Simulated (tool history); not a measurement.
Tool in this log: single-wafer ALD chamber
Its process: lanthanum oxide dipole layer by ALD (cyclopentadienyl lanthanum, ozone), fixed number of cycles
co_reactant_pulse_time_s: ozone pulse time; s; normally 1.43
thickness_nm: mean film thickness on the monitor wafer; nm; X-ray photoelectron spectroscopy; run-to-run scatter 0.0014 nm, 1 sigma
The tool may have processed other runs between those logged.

| run | day | co_reactant_pulse_time_s | wafers since the last listed run | hours since the last thermocouple change | hours since the last ozone generator service | hours since the showerhead was replaced | hours since the gauge calibration | read-back reference wafer on the same gauge, thickness_nm | thickness_nm |
|---|---|---|---|---|---|---|---|---|---|
| 1 | 0 | 1.43 | 0 | 1959.7 | 270.9 | 5464.6 | 287.1 | 0.642 | 0.555 |
| 2 | 0.588 | 1.43 | 187 | 1973.8 | 285 | 5478.7 | 301.2 | 0.641 | 0.555 |
| 3 | 1.133 | 1.43 | 173 | 1986.9 | 298.1 | 5491.8 | 314.3 | 0.641 | 0.552 |
| 4 | 1.475 | 1.43 | 108 | 1995.1 | 306.3 | 5500 | 322.5 | 0.641 | 0.555 |
| 5 | 2.296 | 1.43 | 261 | 2014.8 | 326 | 5519.7 | 342.2 | 0.641 | 0.555 |
| 6 | 2.579 | 1.43 | 90 | 2021.6 | 332.8 | 5526.5 | 349 | 0.64 | 0.555 |
| 7 | 3.158 | 1.43 | 184 | 2035.5 | 346.7 | 5540.4 | 362.9 | 0.641 | 0.551 |
| 8 | 3.529 | 1.43 | 118 | 2044.4 | 355.6 | 5549.3 | 371.8 | 0.641 | 0.551 |
| 9 | 4.096 | 1.43 | 180 | 2058 | 369.2 | 5562.9 | 385.4 | 0.641 | 0.552 |
| 10 | 4.638 | 1.43 | 172 | 2071 | 382.2 | 5575.9 | 398.4 | 0.641 | 0.551 |
| 11 | 4.996 | 1.43 | 114 | 2079.6 | 390.8 | 5584.5 | 407 | 0.64 | 0.552 |
| 12 | 6.188 | 1.43 | 379 | 2108.2 | 419.4 | 5613.1 | 435.6 | 0.641 | 0.55 |
| 13 | 6.904 | 1.43 | 228 | 2125.4 | 436.6 | 5630.3 | 452.8 | 0.641 | 0.55 |
| 14 | 7.383 | 1.14 | 152 | 2136.9 | 448.1 | 5641.8 | 464.3 | 0.641 | 0.512 |
| 15 | 7.717 | 1.76 | 106 | 2144.9 | 456.1 | 5649.8 | 472.3 | 0.641 | 0.57 |
|  | 7.767 | gauge calibrated |
|  | 8.246 | thermocouple changed; heater temperature recalibrated |
|  | 9.667 | ozone generator serviced |
| 16 | 9.875 | 1.43 | 474 | 39.1 | 5 | 5701.6 | 50.6 | 0.641 | 0.534 |
| 17 | 10.588 | 1.13 | 226 | 56.2 | 22.1 | 5718.7 | 67.7 | 0.64 | 0.492 |
|  | 11.117 | showerhead replaced |
| 18 | 11.15 | 1.43 | 72 | 69.7 | 35.6 | 0.8 | 81.2 | 0.641 | 0.535 |
| 19 | 11.504 | 1.71 | 112 | 78.2 | 44.1 | 9.3 | 89.7 | 0.641 | 0.561 |
| 20 | 11.908 | 1.2 | 128 | 87.9 | 53.8 | 19 | 99.4 | 0.641 | 0.503 |
| 21 | 12.371 | 1.59 | 147 | 99 | 64.9 | 30.1 | 110.5 | 0.641 | 0.55 |
| 22 | 12.754 | 1.88 | 122 | 108.2 | 74.1 | 39.3 | 119.7 | 0.641 | 0.57 |

Run 23 comes next. What will it give?
|  | 13.521 | ozone generator serviced, repeated, since the last time left the tool worse |
| 23 | 13.542 | 1.81 | 144 | 127.1 | 0.5 | 58.2 | 138.6 | ? | ? |

Logged for run 23: read-back reference wafer on the same gauge, thickness_nm 0.641, thickness_nm 0.578 nm.
Had the tool carried no hidden state, the very same run would have given thickness_nm 0.578 nm.
